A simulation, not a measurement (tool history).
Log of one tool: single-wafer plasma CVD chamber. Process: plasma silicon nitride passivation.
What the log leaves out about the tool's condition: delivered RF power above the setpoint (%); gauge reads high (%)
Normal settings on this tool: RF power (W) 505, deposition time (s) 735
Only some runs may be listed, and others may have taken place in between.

run,hour,RF power (W),deposition time (s),wafers since the last listed run,hours since the last RF generator calibration,hours since the showerhead was replaced,hours since the gauge calibration,"read-back reference wafer on the same gauge, thickness_nm",mean film thickness on the monitor wafer (angstrom)
1,0.0,465,735,0,1279.2,2347.9,27.6,990.717,10691.20
2,28.8,505,735,87,1308.0,2376.7,56.4,989.498,10870.35
3,81.2,505,735,158,1360.4,2429.1,108.8,990.135,10833.91
4,131.3,505,735,151,1410.5,2479.2,158.9,990.562,10854.73
5,189.2,505,735,175,1468.4,2537.1,216.8,990.162,10809.41
# hour 251.8: RF generator calibrated
6,252.3,505,689,166,0.5,2600.2,279.9,989.312,10338.39
7,281.6,505,689,88,29.8,2629.5,309.2,989.770,10343.33
8,353.4,505,689,217,101.6,2701.3,381.0,990.105,10332.41
9,413.1,420,836,180,161.3,2761.0,440.7,990.330,12062.39
10,466.6,505,645,161,214.8,2814.5,494.2,990.572,9662.38
11,496.7,445,783,91,244.9,2844.6,524.3,990.573,11413.70
12,521.7,410,688,75,269.9,2869.6,549.3,990.335,9870.39
13,579.9,505,735,176,328.1,2927.8,607.5,989.889,10976.48
# hour 589.3: gauge calibrated
# hour 625.3: showerhead replaced
14,650.9,420,836,190,399.1,25.6,61.6,989.548,12073.20
15,690.2,505,689,118,438.4,64.9,100.9,989.735,10259.09
16,746.4,505,735,170,494.6,121.1,157.1,989.391,10976.93
17,808.7,460,735,188,556.9,183.4,219.4,989.693,10742.92

Branching from run 17: 5 alternative next runs. What would each branch give?
A,809.3,505,835,1,557.5,184.0,220.0,?,?
B,809.3,465,639,1,557.5,184.0,220.0,?,?
C,809.3,535,773,1,557.5,184.0,220.0,?,?
D,809.3,545,638,1,557.5,184.0,220.0,?,?
E,809.3,505,783,1,557.5,184.0,220.0,?,?

run,"read-back reference wafer on the same gauge, thickness_nm",mean film thickness on the monitor wafer (angstrom)
A,989.856,12426.18
B,989.856,9351.09
C,989.856,11642.39
D,989.856,9646.62
E,989.856,11652.33
Without the tool's unlogged condition, the same runs would have read:
run,mean film thickness on the monitor wafer (angstrom)
A,12543.21
B,9439.16
C,11752.04
D,9737.47
E,11762.08
